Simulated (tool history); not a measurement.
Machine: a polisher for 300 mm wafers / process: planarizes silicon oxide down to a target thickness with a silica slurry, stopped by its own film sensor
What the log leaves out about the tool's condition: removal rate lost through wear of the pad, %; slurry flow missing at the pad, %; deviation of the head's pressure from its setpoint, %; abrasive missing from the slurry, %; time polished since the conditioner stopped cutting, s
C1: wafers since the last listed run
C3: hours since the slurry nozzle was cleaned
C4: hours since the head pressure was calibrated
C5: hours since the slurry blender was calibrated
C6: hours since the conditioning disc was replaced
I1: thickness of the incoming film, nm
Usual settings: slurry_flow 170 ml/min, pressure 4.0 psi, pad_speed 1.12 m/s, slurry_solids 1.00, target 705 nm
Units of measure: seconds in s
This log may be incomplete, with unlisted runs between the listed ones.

{"run": 1, "hour": 0.0, "slurry_flow": 170, "pressure": 4.0, "pad_speed": 1.12, "slurry_solids": 1.0, "target": 705, "C1": 0, "wafers polished on this pad": 2560, "C3": 512.0, "C4": 501.0, "C5": 88.1, "C6": 56.2, "I1": 979.4, "seconds": 106.5}
{"hour": 21.4, "done": "worn pad replaced by a new one"}
{"hour": 39.1, "done": "slurry nozzle cleaned"}
{"run": 2, "hour": 63.5, "slurry_flow": 170, "pressure": 4.0, "pad_speed": 1.12, "slurry_solids": 1.0, "target": 705, "C1": 413, "wafers polished on this pad": 290, "C3": 24.4, "C4": 564.5, "C5": 151.6, "C6": 119.7, "I1": 999.1, "seconds": 121.5}
{"run": 3, "hour": 102.4, "slurry_flow": 125, "pressure": 4.0, "pad_speed": 0.9, "slurry_solids": 1.0, "target": 705, "C1": 274, "wafers polished on this pad": 565, "C3": 63.3, "C4": 603.4, "C5": 190.5, "C6": 158.6, "I1": 971.4, "seconds": 137.3}
{"run": 4, "hour": 172.4, "slurry_flow": 125, "pressure": 4.0, "pad_speed": 0.9, "slurry_solids": 1.0, "target": 705, "C1": 494, "wafers polished on this pad": 1060, "C3": 133.3, "C4": 673.4, "C5": 260.5, "C6": 228.6, "I1": 1004.7, "seconds": 156.6}
{"run": 5, "hour": 210.9, "slurry_flow": 170, "pressure": 4.0, "pad_speed": 1.12, "slurry_solids": 1.0, "target": 705, "C1": 272, "wafers polished on this pad": 1332, "C3": 171.8, "C4": 711.9, "C5": 299.0, "C6": 267.1, "I1": 994.4, "seconds": 120.1}
{"run": 6, "hour": 259.9, "slurry_flow": 170, "pressure": 4.0, "pad_speed": 1.12, "slurry_solids": 1.0, "target": 705, "C1": 346, "wafers polished on this pad": 1678, "C3": 220.8, "C4": 760.9, "C5": 348.0, "C6": 316.1, "I1": 978.0, "seconds": 113.7}
{"hour": 309.8, "done": "slurry blender recalibrated"}
{"hour": 328.2, "done": "conditioning disc replaced and pad reconditioned"}
{"run": 7, "hour": 328.7, "slurry_flow": 170, "pressure": 4.0, "pad_speed": 1.12, "slurry_solids": 1.0, "target": 705, "C1": 457, "wafers polished on this pad": 2136, "C3": 289.6, "C4": 829.7, "C5": 18.9, "C6": 0.5, "I1": 999.6, "seconds": 142.8}
{"hour": 378.7, "done": "worn pad replaced by a new one"}
{"run": 8, "hour": 388.3, "slurry_flow": 170, "pressure": 4.0, "pad_speed": 1.12, "slurry_solids": 1.0, "target": 705, "C1": 392, "wafers polished on this pad": 67, "C3": 349.2, "C4": 889.3, "C5": 78.5, "C6": 60.1, "I1": 967.4, "seconds": 136.1}
{"run": 9, "hour": 435.5, "slurry_flow": 195, "pressure": 4.0, "pad_speed": 1.12, "slurry_solids": 1.0, "target": 705, "C1": 333, "wafers polished on this pad": 401, "C3": 396.4, "C4": 936.5, "C5": 125.7, "C6": 107.3, "I1": 985.7, "seconds": 150.6}
{"run": 10, "hour": 477.3, "slurry_flow": 170, "pressure": 3.4, "pad_speed": 0.96, "slurry_solids": 1.0, "target": 705, "C1": 295, "wafers polished on this pad": 696, "C3": 438.2, "C4": 978.3, "C5": 167.5, "C6": 149.1, "I1": 979.6, "seconds": 197.9}
{"run": 11, "hour": 510.6, "slurry_flow": 170, "pressure": 4.0, "pad_speed": 1.12, "slurry_solids": 1.0, "target": 705, "C1": 235, "wafers polished on this pad": 931, "C3": 471.5, "C4": 1011.6, "C5": 200.8, "C6": 182.4, "I1": 977.5, "seconds": 156.4}
{"run": 12, "hour": 546.8, "slurry_flow": 170, "pressure": 4.0, "pad_speed": 1.12, "slurry_solids": 1.0, "target": 705, "C1": 255, "wafers polished on this pad": 1187, "C3": 507.7, "C4": 1047.8, "C5": 237.0, "C6": 218.6, "I1": 997.0, "seconds": 171.1}
{"run": 13, "hour": 599.7, "slurry_flow": 170, "pressure": 4.0, "pad_speed": 1.12, "slurry_solids": 1.0, "target": 705, "C1": 373, "wafers polished on this pad": 1561, "C3": 560.6, "C4": 1100.7, "C5": 289.9, "C6": 271.5, "I1": 995.5, "seconds": 168.4}
{"hour": 646.4, "done": "slurry blender recalibrated, repeated, since the last time left the tool worse"}
{"hour": 647.7, "done": "slurry nozzle cleaned"}
{"hour": 715.5, "done": "conditioning disc replaced and pad reconditioned"}
{"run": 14, "hour": 745.4, "slurry_flow": 170, "pressure": 4.0, "pad_speed": 0.96, "slurry_solids": 1.15, "target": 705, "C1": 994, "wafers polished on this pad": 2555, "C3": 97.7, "C4": 1246.4, "C5": 99.0, "C6": 29.9, "I1": 1006.2, "seconds": 126.6}
{"hour": 785.2, "done": "worn pad replaced by a new one"}
{"run": 15, "hour": 793.8, "slurry_flow": 170, "pressure": 4.0, "pad_speed": 1.12, "slurry_solids": 0.7, "target": 657, "C1": 313, "wafers polished on this pad": 60, "C3": 146.1, "C4": 1294.8, "C5": 147.4, "C6": 78.3, "I1": 989.6, "seconds": 177.1}
{"run": 16, "hour": 865.1, "slurry_flow": 170, "pressure": 3.0, "pad_speed": 1.12, "slurry_solids": 1.2, "target": 631, "C1": 503, "wafers polished on this pad": 564, "C3": 217.4, "C4": 1366.1, "C5": 218.7, "C6": 149.6, "I1": 974.8, "seconds": 160.7}
{"hour": 976.6, "done": "head pressure recalibrated"}
{"run": 17, "hour": 1002.1, "slurry_flow": 170, "pressure": 4.0, "pad_speed": 1.36, "slurry_solids": 0.75, "target": 774, "C1": 953, "wafers polished on this pad": 1518, "C3": 354.4, "C4": 25.5, "C5": 355.7, "C6": 286.6, "I1": 983.1, "seconds": 93.2}

For run 18, what comes out?
{"hour": 1009.6, "done": "slurry blender recalibrated"}
{"run": 18, "hour": 1067.5, "slurry_flow": 185, "pressure": 4.0, "pad_speed": 1.44, "slurry_solids": 1.0, "target": 705, "C1": 447, "wafers polished on this pad": 1966, "C3": 419.8, "C4": 90.9, "C5": 57.9, "C6": 352.0, "I1": 995.7, "seconds": "?"}

Run 18 yielded seconds 91.9 s.
Minus the tool's unlogged condition, the same run would have read seconds 87.3 s.

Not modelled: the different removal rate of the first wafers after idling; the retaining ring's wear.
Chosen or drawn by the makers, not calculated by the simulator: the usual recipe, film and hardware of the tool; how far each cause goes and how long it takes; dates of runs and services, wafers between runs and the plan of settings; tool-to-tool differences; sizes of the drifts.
